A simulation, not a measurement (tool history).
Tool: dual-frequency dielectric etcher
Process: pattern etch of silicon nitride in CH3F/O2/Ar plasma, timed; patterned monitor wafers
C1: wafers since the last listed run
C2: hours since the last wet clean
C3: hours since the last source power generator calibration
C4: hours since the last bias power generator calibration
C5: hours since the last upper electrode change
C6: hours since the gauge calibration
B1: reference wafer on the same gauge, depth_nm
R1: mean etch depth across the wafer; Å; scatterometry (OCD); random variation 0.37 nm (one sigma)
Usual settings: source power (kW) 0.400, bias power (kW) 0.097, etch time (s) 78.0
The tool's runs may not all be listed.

{"run": 1, "hour": 0.0, "source power (kW)": 0.4, "bias power (kW)": 0.082, "etch time (s)": 78.0, "C1": 0, "C2": 96.6, "C3": 3986.9, "C4": 3533.1, "C5": 5730.5, "C6": 98.3, "B1": 59.0, "R1": 587}
{"run": 2, "hour": 17.3, "source power (kW)": 0.4, "bias power (kW)": 0.082, "etch time (s)": 78.0, "C1": 185, "C2": 113.9, "C3": 4004.2, "C4": 3550.4, "C5": 5747.8, "C6": 115.6, "B1": 58.9, "R1": 582}
{"run": 3, "hour": 27.6, "source power (kW)": 0.4, "bias power (kW)": 0.097, "etch time (s)": 78.0, "C1": 110, "C2": 124.2, "C3": 4014.5, "C4": 3560.7, "C5": 5758.1, "C6": 125.9, "B1": 59.0, "R1": 607}
{"run": 4, "hour": 42.2, "source power (kW)": 0.4, "bias power (kW)": 0.097, "etch time (s)": 78.0, "C1": 156, "C2": 138.8, "C3": 4029.1, "C4": 3575.3, "C5": 5772.7, "C6": 140.5, "B1": 59.0, "R1": 605}
{"run": 5, "hour": 51.0, "source power (kW)": 0.4, "bias power (kW)": 0.097, "etch time (s)": 78.0, "C1": 94, "C2": 147.6, "C3": 4037.9, "C4": 3584.1, "C5": 5781.5, "C6": 149.3, "B1": 59.0, "R1": 611}
{"run": 6, "hour": 61.3, "source power (kW)": 0.4, "bias power (kW)": 0.097, "etch time (s)": 67.5, "C1": 110, "C2": 157.9, "C3": 4048.2, "C4": 3594.4, "C5": 5791.8, "C6": 159.6, "B1": 59.0, "R1": 530}
{"run": 7, "hour": 78.0, "source power (kW)": 0.4, "bias power (kW)": 0.097, "etch time (s)": 67.5, "C1": 178, "C2": 174.6, "C3": 4064.9, "C4": 3611.1, "C5": 5808.5, "C6": 176.3, "B1": 59.0, "R1": 523}
{"run": 8, "hour": 94.5, "source power (kW)": 0.4, "bias power (kW)": 0.097, "etch time (s)": 67.5, "C1": 176, "C2": 191.1, "C3": 4081.4, "C4": 3627.6, "C5": 5825.0, "C6": 192.8, "B1": 58.9, "R1": 525}
{"run": 9, "hour": 107.4, "source power (kW)": 0.4, "bias power (kW)": 0.097, "etch time (s)": 78.0, "C1": 138, "C2": 204.0, "C3": 4094.3, "C4": 3640.5, "C5": 5837.9, "C6": 205.7, "B1": 59.0, "R1": 598}
{"run": 10, "hour": 121.8, "source power (kW)": 0.4, "bias power (kW)": 0.108, "etch time (s)": 78.0, "C1": 154, "C2": 218.4, "C3": 4108.7, "C4": 3654.9, "C5": 5852.3, "C6": 220.1, "B1": 59.0, "R1": 620}
{"run": 11, "hour": 132.1, "source power (kW)": 0.4, "bias power (kW)": 0.108, "etch time (s)": 78.0, "C1": 110, "C2": 228.7, "C3": 4119.0, "C4": 3665.2, "C5": 5862.6, "C6": 230.4, "B1": 59.0, "R1": 614}
{"run": 12, "hour": 139.5, "source power (kW)": 0.4, "bias power (kW)": 0.097, "etch time (s)": 78.0, "C1": 79, "C2": 236.1, "C3": 4126.4, "C4": 3672.6, "C5": 5870.0, "C6": 237.8, "B1": 59.0, "R1": 603}
{"run": 13, "hour": 149.0, "source power (kW)": 0.47, "bias power (kW)": 0.097, "etch time (s)": 78.0, "C1": 101, "C2": 245.6, "C3": 4135.9, "C4": 3682.1, "C5": 5879.5, "C6": 247.3, "B1": 59.0, "R1": 631}
{"hour": 156.2, "done": "source power generator calibrated"}
{"run": 14, "hour": 166.9, "source power (kW)": 0.4, "bias power (kW)": 0.097, "etch time (s)": 78.0, "C1": 148, "C2": 263.5, "C3": 10.7, "C4": 3700.0, "C5": 5897.4, "C6": 265.2, "B1": 59.0, "R1": 601}
{"hour": 174.8, "done": "gauge calibrated"}
{"run": 15, "hour": 175.9, "source power (kW)": 0.34, "bias power (kW)": 0.118, "etch time (s)": 64.5, "C1": 96, "C2": 272.5, "C3": 19.7, "C4": 3709.0, "C5": 5906.4, "C6": 1.1, "B1": 59.0, "R1": 505}
{"run": 16, "hour": 188.4, "source power (kW)": 0.4, "bias power (kW)": 0.097, "etch time (s)": 67.5, "C1": 133, "C2": 285.0, "C3": 32.2, "C4": 3721.5, "C5": 5918.9, "C6": 13.6, "B1": 58.9, "R1": 511}
{"run": 17, "hour": 197.2, "source power (kW)": 0.46, "bias power (kW)": 0.112, "etch time (s)": 54.5, "C1": 94, "C2": 293.8, "C3": 41.0, "C4": 3730.3, "C5": 5927.7, "C6": 22.4, "B1": 59.0, "R1": 451}
{"run": 18, "hour": 206.2, "source power (kW)": 0.34, "bias power (kW)": 0.118, "etch time (s)": 64.5, "C1": 96, "C2": 302.8, "C3": 50.0, "C4": 3739.3, "C5": 5936.7, "C6": 31.4, "B1": 58.9, "R1": 502}
{"run": 19, "hour": 217.2, "source power (kW)": 0.4, "bias power (kW)": 0.097, "etch time (s)": 78.0, "C1": 117, "C2": 313.8, "C3": 61.0, "C4": 3750.3, "C5": 5947.7, "C6": 42.4, "B1": 59.1, "R1": 593}
{"hour": 244.6, "done": "upper electrode replaced"}
{"hour": 246.9, "done": "wet clean of the chamber"}
{"run": 20, "hour": 247.4, "source power (kW)": 0.4, "bias power (kW)": 0.097, "etch time (s)": 67.5, "C1": 41, "C2": 0.5, "C3": 91.2, "C4": 3780.5, "C5": 2.8, "C6": 72.6, "B1": 59.0, "R1": 532}
{"run": 21, "hour": 247.7, "source power (kW)": 0.47, "bias power (kW)": 0.097, "etch time (s)": 70.0, "C1": 3, "C2": 0.8, "C3": 91.5, "C4": 3780.8, "C5": 3.1, "C6": 72.9, "B1": 59.0, "R1": 579}
{"run": 22, "hour": 252.0, "source power (kW)": 0.4, "bias power (kW)": 0.119, "etch time (s)": 56.5, "C1": 46, "C2": 5.1, "C3": 95.8, "C4": 3785.1, "C5": 7.4, "C6": 77.2, "B1": 59.1, "R1": 472}
{"run": 23, "hour": 259.1, "source power (kW)": 0.37, "bias power (kW)": 0.075, "etch time (s)": 95.5, "C1": 76, "C2": 12.2, "C3": 102.9, "C4": 3792.2, "C5": 14.5, "C6": 84.3, "B1": 59.0, "R1": 691}
{"hour": 268.4, "done": "bias power generator calibrated"}
{"run": 24, "hour": 268.9, "source power (kW)": 0.35, "bias power (kW)": 0.107, "etch time (s)": 97.0, "C1": 62, "C2": 22.0, "C3": 112.7, "C4": 0.5, "C5": 24.3, "C6": 94.1, "B1": 59.0, "R1": 757}
{"run": 25, "hour": 280.6, "source power (kW)": 0.4, "bias power (kW)": 0.119, "etch time (s)": 56.5, "C1": 125, "C2": 33.7, "C3": 124.4, "C4": 12.2, "C5": 36.0, "C6": 105.8, "B1": 59.1, "R1": 469}
{"run": 26, "hour": 294.2, "source power (kW)": 0.4, "bias power (kW)": 0.097, "etch time (s)": 91.0, "C1": 145, "C2": 47.3, "C3": 138.0, "C4": 25.8, "C5": 49.6, "C6": 119.4, "B1": 59.0, "R1": 708}
{"run": 27, "hour": 304.2, "source power (kW)": 0.48, "bias power (kW)": 0.074, "etch time (s)": 94.5, "C1": 107, "C2": 57.3, "C3": 148.0, "C4": 35.8, "C5": 59.6, "C6": 129.4, "B1": 59.0, "R1": 727}
{"run": 28, "hour": 313.5, "source power (kW)": 0.31, "bias power (kW)": 0.079, "etch time (s)": 90.5, "C1": 99, "C2": 66.6, "C3": 157.3, "C4": 45.1, "C5": 68.9, "C6": 138.7, "B1": 59.0, "R1": 631}
{"run": 29, "hour": 330.3, "source power (kW)": 0.4, "bias power (kW)": 0.115, "etch time (s)": 78.0, "C1": 179, "C2": 83.4, "C3": 174.1, "C4": 61.9, "C5": 85.7, "C6": 155.5, "B1": 59.0, "R1": 641}
{"run": 30, "hour": 346.0, "source power (kW)": 0.4, "bias power (kW)": 0.097, "etch time (s)": 78.0, "C1": 168, "C2": 99.1, "C3": 189.8, "C4": 77.6, "C5": 101.4, "C6": 171.2, "B1": 59.0, "R1": 606}

Hidden state or all else? Some run-to-run changes of R1, split into what the settings, what came in and random variation would give without the hidden state, and what is left for the hidden state (with any gauge scatter that isn't in both results):
The hidden state here: etch rate over this chamber's usual, %; source power that arrives over what is set, %; bias power that arrives over what is set, %; gauge reads high (%).
Run 8 -> 9: etch time (s) 67.5 -> 78.0. R1 +73 Å: hidden state -3, all else +76.
Run 18 -> 19: source power (kW) 0.340 -> 0.400, bias power (kW) 0.118 -> 0.097, etch time (s) 64.5 -> 78.0. R1 +91 Å: hidden state -5, all else +96.
Run 19 -> 20: etch time (s) 78.0 -> 67.5, upper electrode replaced, wet clean of the chamber. R1 -61 Å: hidden state +21, all else -82.
Run 22 -> 23: source power (kW) 0.400 -> 0.370, bias power (kW) 0.119 -> 0.075, etch time (s) 56.5 -> 95.5. R1 +219 Å: hidden state +0, all else +219.
Run 24 -> 25: source power (kW) 0.350 -> 0.400, bias power (kW) 0.107 -> 0.119, etch time (s) 97.0 -> 56.5. R1 -288 Å: hidden state +0, all else -288.
Run 25 -> 26: bias power (kW) 0.119 -> 0.097, etch time (s) 56.5 -> 91.0. R1 +239 Å: hidden state -2, all else +241.
